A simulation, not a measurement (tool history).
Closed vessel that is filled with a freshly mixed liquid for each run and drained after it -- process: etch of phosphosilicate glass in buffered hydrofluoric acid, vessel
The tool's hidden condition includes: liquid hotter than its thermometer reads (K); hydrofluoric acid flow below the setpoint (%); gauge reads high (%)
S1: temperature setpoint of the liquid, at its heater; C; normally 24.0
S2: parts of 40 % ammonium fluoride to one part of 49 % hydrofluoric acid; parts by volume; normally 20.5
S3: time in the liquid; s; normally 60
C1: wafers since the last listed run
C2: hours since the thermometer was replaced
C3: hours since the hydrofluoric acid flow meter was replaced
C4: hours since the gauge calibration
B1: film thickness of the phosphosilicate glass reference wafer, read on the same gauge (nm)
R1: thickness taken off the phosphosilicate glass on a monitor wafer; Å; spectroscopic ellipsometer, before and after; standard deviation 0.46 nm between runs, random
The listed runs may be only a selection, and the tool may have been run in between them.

Run 1, hour 0.0: usual settings but S3 35 s; C1 0; C2 569.4; C3 412.8; C4 465.6; B1 81.39. Result: R1 842.4 Å.
Run 2, hour 37.5: usual settings; C1 3508; C2 606.9; C3 450.3; C4 503.1; B1 81.47. Result: R1 1443.4 Å.
Run 3, hour 113.1: usual settings; C1 7072; C2 682.5; C3 525.9; C4 578.7; B1 81.63. Result: R1 1446.9 Å.
Run 4, hour 176.2: usual settings; C1 5903; C2 745.6; C3 589.0; C4 641.8; B1 81.76. Result: R1 1455.7 Å.
Run 5, hour 241.7: usual settings but S3 85 s; C1 6127; C2 811.1; C3 654.5; C4 707.3; B1 81.84. Result: R1 2066.5 Å.
Run 6, hour 291.4: usual settings; C1 4649; C2 860.8; C3 704.2; C4 757.0; B1 81.93. Result: R1 1454.1 Å.
Run 7, hour 340.9: usual settings; C1 4631; C2 910.3; C3 753.7; C4 806.5; B1 81.94. Result: R1 1462.8 Å.
Run 8, hour 390.3: usual settings but S2 26.0 parts by volume; C1 4621; C2 959.7; C3 803.1; C4 855.9; B1 81.99. Result: R1 1236.8 Å.
Run 9, hour 459.8: usual settings but S2 26.0 parts by volume; C1 6502; C2 1029.2; C3 872.6; C4 925.4; B1 82.03. Result: R1 1228.3 Å.
Run 10, hour 506.7: usual settings but S2 26.0 parts by volume; C1 4387; C2 1076.1; C3 919.5; C4 972.3; B1 82.13. Result: R1 1231.8 Å.
Run 11, hour 545.6: usual settings; C1 3639; C2 1115.0; C3 958.4; C4 1011.2; B1 82.07. Result: R1 1452.5 Å.
Run 12, hour 588.7: usual settings; C1 4032; C2 1158.1; C3 1001.5; C4 1054.3; B1 82.14. Result: R1 1462.2 Å.
At hour 719.2: hydrofluoric acid flow meter replaced.
Run 13, hour 782.1: usual settings but S1 25.5 C, S2 25.5 parts by volume, S3 80 s; C1 18000; C2 1351.5; C3 62.9; C4 1247.7; B1 82.20. Result: R1 1820.9 Å.
Run 14, hour 826.0: usual settings but S1 19.5 C, S2 24.0 parts by volume, S3 80 s; C1 4107; C2 1395.4; C3 106.8; C4 1291.6; B1 82.25. Result: R1 1359.6 Å.
Run 15, hour 885.4: usual settings but S1 20.0 C, S2 18.5 parts by volume; C1 5557; C2 1454.8; C3 166.2; C4 1351.0; B1 82.31. Result: R1 1276.9 Å.
Run 16, hour 947.7: usual settings but S1 25.5 C; C1 5828; C2 1517.1; C3 228.5; C4 1413.3; B1 82.28. Result: R1 1579.6 Å.
Run 17, hour 1004.9: usual settings but S2 25.5 parts by volume; C1 5351; C2 1574.3; C3 285.7; C4 1470.5; B1 82.28. Result: R1 1257.7 Å.
At hour 1048.4: gauge calibrated.
Run 18, hour 1072.5: usual settings but S1 27.0 C, S2 16.5 parts by volume, S3 40 s; C1 6324; C2 1641.9; C3 353.3; C4 24.1; B1 79.95. Result: R1 1368.8 Å.
Run 19, hour 1138.8: usual settings; C1 6202; C2 1708.2; C3 419.6; C4 90.4; B1 80.38. Result: R1 1415.2 Å.
Run 20, hour 1177.2: usual settings but S1 21.0 C, S2 13.0 parts by volume, S3 90 s; C1 3592; C2 1746.6; C3 458.0; C4 128.8; B1 80.53. Result: R1 2828.0 Å.
At hour 1210.6: thermometer replaced.
Run 21, hour 1236.1: usual settings but S2 26.0 parts by volume; C1 5416; C2 25.5; C3 516.9; C4 187.7; B1 80.78. Result: R1 1218.4 Å.
Run 22, hour 1262.6: usual settings but S1 26.5 C, S2 17.5 parts by volume, S3 80 s; C1 2479; C2 52.0; C3 543.4; C4 214.2; B1 80.90. Result: R1 2547.3 Å.
Run 23, hour 1366.5: usual settings; C1 9720; C2 155.9; C3 647.3; C4 318.1; B1 81.26. Result: R1 1449.3 Å.
Run 24, hour 1408.1: usual settings but S2 25.5 parts by volume; C1 3891; C2 197.5; C3 688.9; C4 359.7; B1 81.40. Result: R1 1241.2 Å.
Run 25, hour 1464.2: usual settings but S1 19.5 C; C1 5248; C2 253.6; C3 745.0; C4 415.8; B1 81.56. Result: R1 1133.0 Å.
Run 26, hour 1494.2: usual settings but S1 21.0 C, S2 13.5 parts by volume, S3 40 s; C1 2806; C2 283.6; C3 775.0; C4 445.8; B1 81.60. Result: R1 1222.0 Å.
Run 27, hour 1534.5: usual settings but S1 26.5 C, S2 27.0 parts by volume, S3 30 s; C1 3770; C2 323.9; C3 815.3; C4 486.1; B1 81.72. Result: R1 691.2 Å.
Run 28, hour 1565.5: usual settings but S3 75 s; C1 2900; C2 354.9; C3 846.3; C4 517.1; B1 81.73. Result: R1 1803.1 Å.
Run 29, hour 1633.0: usual settings; C1 6315; C2 422.4; C3 913.8; C4 584.6; B1 81.87. Result: R1 1453.6 Å.
Run 30, hour 1658.3: usual settings but S1 21.0 C, S2 25.5 parts by volume, S3 50 s; C1 2366; C2 447.7; C3 939.1; C4 609.9; B1 81.91. Result: R1 878.3 Å.
Run 31, hour 1727.7: usual settings; C1 6492; C2 517.1; C3 1008.5; C4 679.3; B1 82.01. Result: R1 1455.5 Å.

A few steps of R1 between consecutive runs. Split each: what settings, incoming material and random variation would produce without the hidden state, and what is left over for the hidden state, along with gauge scatter present in only one of the two compared results (measured, and without hidden state):
Run 17 -> 18: S1 24.0 -> 27.0, S2 25.5 -> 16.5, S3 60 -> 40, gauge calibrated. R1 +111.1 Å: hidden state -35.2, all else +146.3.
Run 19 -> 20: S1 24.0 -> 21.0, S2 20.5 -> 13.0, S3 60 -> 90. R1 +1412.8 Å: hidden state +12.8, all else +1400.0.
Run 20 -> 21: S1 21.0 -> 24.0, S2 13.0 -> 26.0, S3 90 -> 60, thermometer replaced. R1 -1609.6 Å: hidden state -7.1, all else -1602.5.
Run 21 -> 22: S1 24.0 -> 26.5, S2 26.0 -> 17.5, S3 60 -> 80. R1 +1328.9 Å: hidden state +16.4, all else +1312.5.
Run 27 -> 28: S1 26.5 -> 24.0, S2 27.0 -> 20.5, S3 30 -> 75. R1 +1111.9 Å: hidden state +24.3, all else +1087.6.

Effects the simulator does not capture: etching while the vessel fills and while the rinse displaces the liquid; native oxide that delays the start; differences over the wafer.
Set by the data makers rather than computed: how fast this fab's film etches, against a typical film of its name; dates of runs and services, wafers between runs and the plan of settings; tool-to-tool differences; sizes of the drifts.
